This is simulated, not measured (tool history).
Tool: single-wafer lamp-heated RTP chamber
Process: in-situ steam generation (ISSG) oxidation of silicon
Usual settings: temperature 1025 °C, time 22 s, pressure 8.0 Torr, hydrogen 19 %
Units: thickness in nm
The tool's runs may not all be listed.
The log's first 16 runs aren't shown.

| run | hour | temperature | time | pressure | hydrogen | wafers since the last listed run | wafers since the last pyrometer calibration | hours since the pressure gauge was zeroed | hours since the hydrogen flow controller was replaced | hours since the gauge calibration | read-back reference wafer on the same gauge, thickness | thickness |
|---|---|---|---|---|---|---|---|---|---|---|---|---|
|  | 459.7 | pressure gauge zeroed |
| 17 | 473.5 | 1036 | 18 | 8.0 | 19 | 231 | 639 | 13.8 | 3022.0 | 983.4 | 8.149 | 6.689 |
| 18 | 499.3 | 1011 | 26 | 8.0 | 15 | 225 | 865 | 39.6 | 3047.8 | 1009.2 | 8.148 | 6.791 |
| 19 | 518.5 | 1033 | 25 | 8.5 | 11 | 167 | 1033 | 58.8 | 3067.0 | 1028.4 | 8.154 | 6.986 |
| 20 | 535.1 | 1025 | 22 | 8.0 | 19 | 145 | 1178 | 75.4 | 3083.6 | 1045.0 | 8.154 | 7.040 |
|  | 555.8 | gauge calibrated |
| 21 | 565.7 | 1025 | 22 | 8.0 | 19 | 267 | 1445 | 106.0 | 3114.2 | 9.9 | 8.151 | 7.080 |
|  | 575.1 | pyrometer window cleaned and pyrometer calibrated |
| 22 | 577.9 | 1035 | 22 | 8.0 | 19 | 36 | 24 | 118.2 | 3126.4 | 22.1 | 8.149 | 7.191 |
| 23 | 607.1 | 1037 | 28 | 8.0 | 24 | 255 | 279 | 147.4 | 3155.6 | 51.3 | 8.151 | 8.873 |
|  | 638.7 | hydrogen flow controller replaced |
| 24 | 641.5 | 1025 | 22 | 8.0 | 19 | 230 | 510 | 181.8 | 2.8 | 85.7 | 8.151 | 7.007 |
| 25 | 663.5 | 1010 | 22 | 8.0 | 19 | 192 | 703 | 203.8 | 24.8 | 107.7 | 8.153 | 6.537 |
| 26 | 684.7 | 1025 | 19 | 8.0 | 19 | 185 | 888 | 225.0 | 46.0 | 128.9 | 8.147 | 6.548 |
|  | 724.3 | pyrometer window cleaned and pyrometer calibrated |
| 27 | 724.8 | 1025 | 22 | 8.0 | 16 | 280 | 4 | 265.1 | 86.1 | 169.0 | 8.147 | 6.631 |
| 28 | 740.6 | 1025 | 22 | 8.0 | 19 | 138 | 142 | 280.9 | 101.9 | 184.8 | 8.146 | 6.849 |
| 29 | 773.8 | 1008 | 22 | 8.0 | 19 | 290 | 433 | 314.1 | 135.1 | 218.0 | 8.146 | 6.455 |
| 30 | 800.8 | 1025 | 15 | 8.0 | 14 | 236 | 669 | 341.1 | 162.1 | 245.0 | 8.148 | 5.413 |
| 31 | 829.8 | 1025 | 26 | 8.0 | 19 | 253 | 922 | 370.1 | 191.1 | 274.0 | 8.154 | 7.725 |

3 ways to go on from here, each from the tool as it stands after run 31. What would each give?
| A | 830.2 | 1025 | 22 | 8.0 | 19 | 3 | 926 | 370.5 | 191.5 | 274.4 | ? | ? |
| B | 830.2 | 1037 | 22 | 7.1 | 19 | 3 | 926 | 370.5 | 191.5 | 274.4 | ? | ? |
| C | 830.2 | 1016 | 19 | 7.1 | 28 | 3 | 926 | 370.5 | 191.5 | 274.4 | ? | ? |

| run | read-back reference wafer on the same gauge, thickness | thickness |
|---|---|---|
| A | 8.156 | 7.069 |
| B | 8.156 | 7.498 |
| C | 8.156 | 6.924 |
Without the tool's hidden state the same runs would have given:
| run | thickness |
|---|---|
| A | 6.823 |
| B | 7.220 |
| C | 6.703 |
